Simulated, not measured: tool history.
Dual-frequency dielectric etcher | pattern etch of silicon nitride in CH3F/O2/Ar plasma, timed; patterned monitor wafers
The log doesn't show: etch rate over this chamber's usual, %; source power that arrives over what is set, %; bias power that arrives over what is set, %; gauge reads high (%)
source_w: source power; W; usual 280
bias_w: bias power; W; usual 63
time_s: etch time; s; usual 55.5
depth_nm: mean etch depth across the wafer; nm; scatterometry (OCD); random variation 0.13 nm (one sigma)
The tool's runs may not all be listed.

run	day	source_w	bias_w	time_s	wafers since the last listed run	hours since the last wet clean	hours since the last source power generator calibration	hours since the last bias power generator calibration	hours since the last upper electrode change	hours since the gauge calibration	read-back reference wafer on the same gauge, depth_nm	depth_nm
1	0	240	63	55.5	0	158.3	1767.1	2284	2365.6	117.4	30.15	35.22
2	1.575	240	63	55.5	432	196.1	1804.9	2321.8	2403.4	155.2	30.13	35.11
3	3.725	280	63	43	591	247.7	1856.5	2373.4	2455	206.8	30.08	28.93
4	6.033	280	63	43	634	303.1	1911.9	2428.8	2510.4	262.2	30.05	28.89
# day 9.312: wet clean of the chamber
5	9.958	280	63	43	804	15.5	2006.1	2523	2604.6	356.4	29.96	28.91
6	12.621	240	63	59	731	79.4	2070	2586.9	2668.5	420.3	29.93	37.38
7	16.55	280	63	55.5	1080	173.7	2164.3	2681.2	2762.8	514.6	29.86	36.91
# day 18.838: source power generator calibrated
8	19.312	280	63	55.5	713	240	11.4	2747.5	2829.1	580.9	29.79	36.87
# day 23.654: wet clean of the chamber
9	23.675	280	63	55.5	924	0.5	116.1	2852.2	2933.8	685.6	29.72	36.84
# day 24.929: gauge calibrated
# day 25.146: upper electrode replaced
10	25.167	280	63	55.5	135	36.3	151.9	2888	0.5	5.7	30.38	37.68
11	30.254	350	71	65.5	1398	158.4	274	3010.1	122.6	127.8	30.28	50.51
12	34.333	330	72	68.5	1121	256.3	371.9	3108	220.5	225.7	30.19	51.84
# day 37.188: wet clean of the chamber
13	37.208	240	77	50.5	515	0.5	440.9	3177	289.5	294.7	30.18	34.07
14	38.917	320	49	45	469	41.5	481.9	3218	330.5	335.7	30.12	29.71
15	42.879	260	69	55.5	1089	136.6	577	3313.1	425.6	430.8	30.06	37.4
# day 44.421: bias power generator calibrated
16	45.058	320	71	55.5	553	188.9	629.3	15.3	477.9	483.1	30.03	41.07
17	49.512	280	74	55.5	1224	295.8	736.2	122.2	584.8	590	29.94	39.27
# day 50.746: wet clean of the chamber
18	53.733	280	49	55.5	885	71.7	837.5	223.5	686.1	691.3	29.86	34.46
19	55.492	240	77	50.5	483	113.9	879.7	265.7	728.3	733.5	29.83	33.73
20	57.792	340	57	71.5	632	169.1	934.9	320.9	783.5	788.7	29.8	49.95
21	61.946	280	63	55.5	1141	268.8	1034.6	420.6	883.2	888.4	29.73	37.12

Forecast each of these 4 alternatives for the next run:
A	61.962	280	63	42	4	269.2	1035	421	883.6	888.8	?	?
B	61.962	320	76	65	4	269.2	1035	421	883.6	888.8	?	?
C	61.962	330	78	55.5	4	269.2	1035	421	883.6	888.8	?	?
D	61.962	350	76	55.5	4	269.2	1035	421	883.6	888.8	?	?

run	read-back reference wafer on the same gauge, depth_nm	depth_nm
A	29.72	27.93
B	29.72	48.52
C	29.72	42.31
D	29.72	42.93
Without the tool's hidden state the same runs would have given:
run	depth_nm
A	28.47
B	49.47
C	43.13
D	43.77
